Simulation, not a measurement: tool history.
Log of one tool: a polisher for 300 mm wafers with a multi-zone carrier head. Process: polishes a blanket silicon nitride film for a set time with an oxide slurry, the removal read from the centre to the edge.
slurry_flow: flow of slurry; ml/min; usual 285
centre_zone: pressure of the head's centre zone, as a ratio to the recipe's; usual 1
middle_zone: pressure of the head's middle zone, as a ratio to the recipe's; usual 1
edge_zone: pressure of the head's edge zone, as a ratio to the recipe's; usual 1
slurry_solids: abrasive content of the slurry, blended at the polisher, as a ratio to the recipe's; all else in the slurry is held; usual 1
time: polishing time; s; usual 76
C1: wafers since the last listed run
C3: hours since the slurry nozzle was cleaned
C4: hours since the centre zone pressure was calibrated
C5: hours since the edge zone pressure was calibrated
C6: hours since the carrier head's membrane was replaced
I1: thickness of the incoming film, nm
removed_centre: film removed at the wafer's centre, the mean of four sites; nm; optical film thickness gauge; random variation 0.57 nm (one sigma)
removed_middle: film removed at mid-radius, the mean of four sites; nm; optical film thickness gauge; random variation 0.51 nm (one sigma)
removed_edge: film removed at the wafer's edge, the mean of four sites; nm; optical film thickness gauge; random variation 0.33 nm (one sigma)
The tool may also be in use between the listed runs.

run 1 hour=0 | slurry_flow=285 centre_zone=1 middle_zone=1 edge_zone=1 slurry_solids=1 time=76 | C1=0 wafers_polished_on_this_pad=3300 C3=332.7 C4=729.4 C5=839.6 C6=1243.6 | I1=370.1 | removed_centre=36 removed_middle=34.4 removed_edge=36.6
-- hour=27.3 worn pad replaced by a new one
run 2 hour=34.2 | slurry_flow=285 centre_zone=1 middle_zone=1 edge_zone=1 slurry_solids=1 time=70 | C1=385 wafers_polished_on_this_pad=88 C3=366.9 C4=763.6 C5=873.8 C6=1277.8 | I1=370.3 | removed_centre=38.6 removed_middle=37.2 removed_edge=38.7
run 3 hour=83.9 | slurry_flow=285 centre_zone=1 middle_zone=1 edge_zone=1 slurry_solids=1 time=70 | C1=634 wafers_polished_on_this_pad=723 C3=416.6 C4=813.3 C5=923.5 C6=1327.5 | I1=373.9 | removed_centre=36.1 removed_middle=34.4 removed_edge=36.3
run 4 hour=125.4 | slurry_flow=285 centre_zone=1 middle_zone=1 edge_zone=1 slurry_solids=1 time=70 | C1=530 wafers_polished_on_this_pad=1253 C3=458.1 C4=854.8 C5=965 C6=1369 | I1=365.1 | removed_centre=35.2 removed_middle=34.2 removed_edge=35.7
run 5 hour=182.6 | slurry_flow=285 centre_zone=1 middle_zone=1 edge_zone=1 slurry_solids=1 time=76 | C1=730 wafers_polished_on_this_pad=1983 C3=515.3 C4=912 C5=1022.2 C6=1426.2 | I1=371.3 | removed_centre=36.4 removed_middle=36.2 removed_edge=37.3
run 6 hour=211.1 | slurry_flow=285 centre_zone=1 middle_zone=1 edge_zone=1 slurry_solids=1 time=76 | C1=363 wafers_polished_on_this_pad=2347 C3=543.8 C4=940.5 C5=1050.7 C6=1454.7 | I1=368.1 | removed_centre=37 removed_middle=36.4 removed_edge=36.7
-- hour=254.6 edge zone pressure recalibrated
-- hour=272.2 worn pad replaced by a new one
run 7 hour=274.8 | slurry_flow=285 centre_zone=1 middle_zone=1 edge_zone=1 slurry_solids=1 time=76 | C1=736 wafers_polished_on_this_pad=33 C3=607.5 C4=1004.2 C5=20.2 C6=1518.4 | I1=364.9 | removed_centre=41.2 removed_middle=40.4 removed_edge=42
run 8 hour=342 | slurry_flow=285 centre_zone=1 middle_zone=1 edge_zone=1 slurry_solids=1 time=76 | C1=858 wafers_polished_on_this_pad=891 C3=674.7 C4=1071.4 C5=87.4 C6=1585.6 | I1=363.8 | removed_centre=38.2 removed_middle=38.1 removed_edge=39.3
run 9 hour=406.7 | slurry_flow=285 centre_zone=1.1 middle_zone=0.9 edge_zone=0.96 slurry_solids=1 time=89 | C1=826 wafers_polished_on_this_pad=1717 C3=739.4 C4=1136.1 C5=152.1 C6=1650.3 | I1=367.9 | removed_centre=49.3 removed_middle=39.5 removed_edge=43.8
-- hour=410 slurry nozzle cleaned
run 10 hour=431.2 | slurry_flow=285 centre_zone=1 middle_zone=1 edge_zone=1 slurry_solids=1 time=76 | C1=300 wafers_polished_on_this_pad=2018 C3=21.2 C4=1160.6 C5=176.6 C6=1674.8 | I1=367.1 | removed_centre=36.7 removed_middle=36.6 removed_edge=37.7
run 11 hour=498.3 | slurry_flow=285 centre_zone=1 middle_zone=1.06 edge_zone=1 slurry_solids=1 time=76 | C1=856 wafers_polished_on_this_pad=2874 C3=88.3 C4=1227.7 C5=243.7 C6=1741.9 | I1=373.5 | removed_centre=36.3 removed_middle=37 removed_edge=36.6
-- hour=530 centre zone pressure recalibrated
run 12 hour=536.4 | slurry_flow=285 centre_zone=1.06 middle_zone=1 edge_zone=1.04 slurry_solids=1.15 time=58 | C1=461 wafers_polished_on_this_pad=3336 C3=126.4 C4=6.4 C5=281.8 C6=1780 | I1=369.2 | removed_centre=31.4 removed_middle=28.9 removed_edge=30.2
-- hour=548.1 worn pad replaced by a new one
run 13 hour=572.3 | slurry_flow=285 centre_zone=1 middle_zone=1 edge_zone=1 slurry_solids=1 time=76 | C1=407 wafers_polished_on_this_pad=308 C3=162.3 C4=42.3 C5=317.7 C6=1815.9 | I1=371.2 | removed_centre=38.8 removed_middle=39 removed_edge=40.3
run 14 hour=610.1 | slurry_flow=285 centre_zone=1 middle_zone=1 edge_zone=1 slurry_solids=0.75 time=76 | C1=482 wafers_polished_on_this_pad=791 C3=200.1 C4=80.1 C5=355.5 C6=1853.7 | I1=368.1 | removed_centre=32.9 removed_middle=31.7 removed_edge=33.5
run 15 hour=679.6 | slurry_flow=285 centre_zone=1 middle_zone=1 edge_zone=0.91 slurry_solids=1.25 time=76 | C1=887 wafers_polished_on_this_pad=1679 C3=269.6 C4=149.6 C5=425 C6=1923.2 | I1=371.3 | removed_centre=41.2 removed_middle=40.1 removed_edge=39.5
run 16 hour=716.3 | slurry_flow=345 centre_zone=1 middle_zone=1 edge_zone=0.96 slurry_solids=1 time=76 | C1=468 wafers_polished_on_this_pad=2147 C3=306.3 C4=186.3 C5=461.7 C6=1959.9 | I1=369.5 | removed_centre=36.5 removed_middle=35.8 removed_edge=36.2
-- hour=767.4 carrier head's membrane replaced by a new one
run 17 hour=788.1 | slurry_flow=350 centre_zone=0.88 middle_zone=1.08 edge_zone=1 slurry_solids=1.1 time=76 | C1=853 wafers_polished_on_this_pad=3000 C3=378.1 C4=258.1 C5=533.5 C6=20.7 | I1=373.4 | removed_centre=33.6 removed_middle=39.6 removed_edge=37.6
run 18 hour=835.3 | slurry_flow=285 centre_zone=1 middle_zone=1 edge_zone=0.94 slurry_solids=1 time=76 | C1=602 wafers_polished_on_this_pad=3603 C3=425.3 C4=305.3 C5=580.7 C6=67.9 | I1=375.5 | removed_centre=35.9 removed_middle=34.2 removed_edge=34.8
-- hour=857.2 worn pad replaced by a new one
run 19 hour=872.1 | slurry_flow=285 centre_zone=1 middle_zone=1 edge_zone=1 slurry_solids=1 time=76 | C1=418 wafers_polished_on_this_pad=190 C3=462.1 C4=342.1 C5=617.5 C6=104.7 | I1=373.5 | removed_centre=41.1 removed_middle=39.9 removed_edge=41.8
run 20 hour=945.6 | slurry_flow=285 centre_zone=1.12 middle_zone=1 edge_zone=1 slurry_solids=0.85 time=85 | C1=938 wafers_polished_on_this_pad=1129 C3=535.6 C4=415.6 C5=691 C6=178.2 | I1=367.6 | removed_centre=44 removed_middle=38.5 removed_edge=40
run 21 hour=978.2 | slurry_flow=285 centre_zone=1.06 middle_zone=1.04 edge_zone=1.04 slurry_solids=1.25 time=76 | C1=416 wafers_polished_on_this_pad=1545 C3=568.2 C4=448.2 C5=723.6 C6=210.8 | I1=362.2 | removed_centre=44.3 removed_middle=42.3 removed_edge=42.2
run 22 hour=1046.5 | slurry_flow=285 centre_zone=1.11 middle_zone=1 edge_zone=0.92 slurry_solids=1 time=76 | C1=872 wafers_polished_on_this_pad=2417 C3=636.5 C4=516.5 C5=791.9 C6=279.1 | I1=374.7 | removed_centre=41 removed_middle=35.7 removed_edge=35.9

Forecast each of these 4 alternatives for the next run:
run A hour=1047 | slurry_flow=285 centre_zone=0.9 middle_zone=1 edge_zone=1 slurry_solids=1 time=76 | C1=6 wafers_polished_on_this_pad=2424 C3=637 C4=517 C5=792.4 C6=279.6 | I1=364.6 | removed_centre=? removed_middle=? removed_edge=?
run B hour=1047 | slurry_flow=285 centre_zone=1.11 middle_zone=0.94 edge_zone=1 slurry_solids=1 time=76 | C1=6 wafers_polished_on_this_pad=2424 C3=637 C4=517 C5=792.4 C6=279.6 | I1=364.6 | removed_centre=? removed_middle=? removed_edge=?
run C hour=1047 | slurry_flow=185 centre_zone=1 middle_zone=1 edge_zone=0.95 slurry_solids=1.1 time=96 | C1=6 wafers_polished_on_this_pad=2424 C3=637 C4=517 C5=792.4 C6=279.6 | I1=364.6 | removed_centre=? removed_middle=? removed_edge=?
run D hour=1047 | slurry_flow=285 centre_zone=0.94 middle_zone=1 edge_zone=0.95 slurry_solids=1 time=76 | C1=6 wafers_polished_on_this_pad=2424 C3=637 C4=517 C5=792.4 C6=279.6 | I1=364.6 | removed_centre=? removed_middle=? removed_edge=?

run=A removed_centre=32.9 removed_middle=36.2 removed_edge=37.3
run=B removed_centre=40.7 removed_middle=34.3 removed_edge=37.3
run=C removed_centre=45.6 removed_middle=45.3 removed_edge=46.4
run=D removed_centre=34.4 removed_middle=36.2 removed_edge=36.6
Without the tool's hidden state the same runs would have given:
run=A removed_centre=37.7 removed_middle=41.4 removed_edge=42.7
run=B removed_centre=46.6 removed_middle=39.3 removed_edge=42.7
run=C removed_centre=52.2 removed_middle=51.8 removed_edge=53.1
run=D removed_centre=39.4 removed_middle=41.4 removed_edge=41.9
